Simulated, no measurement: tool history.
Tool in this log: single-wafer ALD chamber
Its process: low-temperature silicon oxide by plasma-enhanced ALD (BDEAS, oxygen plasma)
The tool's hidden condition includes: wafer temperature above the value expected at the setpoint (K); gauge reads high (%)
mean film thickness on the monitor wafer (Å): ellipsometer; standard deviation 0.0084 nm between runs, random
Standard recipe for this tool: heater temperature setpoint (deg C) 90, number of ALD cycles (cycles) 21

| run | hour | heater temperature setpoint (deg C) | number of ALD cycles (cycles) | wafers since the last listed run | hours since the last thermocouple change | hours since the gauge calibration | read-back reference wafer on the same gauge, thickness_nm | mean film thickness on the monitor wafer (Å) |
|---|---|---|---|---|---|---|---|---|
| 1 | 0 | 99 | 24 | 0 | 2791.5 | 472 | 2.885 | 37.62 |
| 2 | 33.4 | 99 | 24 | 265 | 2824.9 | 505.4 | 2.885 | 37.82 |
| 3 | 58.9 | 99 | 24 | 202 | 2850.4 | 530.9 | 2.886 | 37.64 |
| 4 | 76.7 | 82 | 22 | 141 | 2868.2 | 548.7 | 2.886 | 36.52 |
| 5 | 112.7 | 82 | 22 | 285 | 2904.2 | 584.7 | 2.889 | 36.46 |
| 6 | 140.5 | 90 | 21 | 220 | 2932 | 612.5 | 2.892 | 34.14 |
| 7 | 160.1 | 90 | 21 | 155 | 2951.6 | 632.1 | 2.896 | 34.1 |
| 8 | 209.1 | 90 | 21 | 389 | 3000.6 | 681.1 | 2.896 | 34.06 |
| 9 | 243.6 | 90 | 21 | 273 | 3035.1 | 715.6 | 2.899 | 34.17 |
|  | 252.9 | thermocouple changed; heater temperature recalibrated |
| 10 | 267.3 | 90 | 21 | 124 | 14.4 | 739.3 | 2.899 | 34.23 |
| 11 | 284.5 | 86 | 23 | 136 | 31.6 | 756.5 | 2.902 | 37.76 |
| 12 | 298.4 | 86 | 23 | 110 | 45.5 | 770.4 | 2.901 | 37.86 |
|  | 318.5 | gauge calibrated |
| 13 | 326.7 | 90 | 21 | 224 | 73.8 | 8.2 | 2.851 | 33.51 |
| 14 | 347 | 90 | 21 | 161 | 94.1 | 28.5 | 2.85 | 33.48 |
| 15 | 361.8 | 90 | 21 | 117 | 108.9 | 43.3 | 2.852 | 33.37 |
| 16 | 378.2 | 82 | 22 | 130 | 125.3 | 59.7 | 2.853 | 36.06 |
| 17 | 404.9 | 103 | 19 | 211 | 152 | 86.4 | 2.854 | 29.13 |
| 18 | 421.6 | 100 | 17 | 132 | 168.7 | 103.1 | 2.857 | 26.38 |
| 19 | 445.5 | 96 | 18 | 189 | 192.6 | 127 | 2.856 | 28.3 |
| 20 | 480.6 | 84 | 23 | 278 | 227.7 | 162.1 | 2.859 | 37.72 |
| 21 | 507.8 | 90 | 21 | 215 | 254.9 | 189.3 | 2.859 | 33.75 |
| 22 | 519.9 | 78 | 21 | 96 | 267 | 201.4 | 2.861 | 34.95 |
| 23 | 535.8 | 76 | 21 | 126 | 282.9 | 217.3 | 2.86 | 34.97 |
| 24 | 564 | 83 | 24 | 223 | 311.1 | 245.5 | 2.866 | 39.26 |
| 25 | 586.8 | 105 | 23 | 181 | 333.9 | 268.3 | 2.867 | 35.47 |
| 26 | 599.2 | 90 | 21 | 98 | 346.3 | 280.7 | 2.868 | 33.71 |
| 27 | 611.7 | 99 | 19 | 99 | 358.8 | 293.2 | 2.866 | 29.76 |
| 28 | 646 | 78 | 18 | 272 | 393.1 | 327.5 | 2.87 | 30.01 |

What if the next run were any one of these 5? Each begins from the tool's condition after run 28:
| A | 646.4 | 90 | 21 | 3 | 393.5 | 327.9 | ? | ? |
| B | 646.4 | 80 | 22 | 3 | 393.5 | 327.9 | ? | ? |
| C | 646.4 | 101 | 23 | 3 | 393.5 | 327.9 | ? | ? |
| D | 646.4 | 90 | 23 | 3 | 393.5 | 327.9 | ? | ? |
| E | 646.4 | 103 | 17 | 3 | 393.5 | 327.9 | ? | ? |

| run | read-back reference wafer on the same gauge, thickness_nm | mean film thickness on the monitor wafer (Å) |
|---|---|---|
| A | 2.87 | 33.62 |
| B | 2.87 | 36.3 |
| C | 2.87 | 35.58 |
| D | 2.87 | 36.82 |
| E | 2.87 | 26.2 |
Stripped of hidden state, with their random variation kept, the same runs would have yielded:
| run | mean film thickness on the monitor wafer (Å) |
|---|---|
| A | 33.39 |
| B | 36.05 |
| C | 35.34 |
| D | 36.57 |
| E | 26.02 |
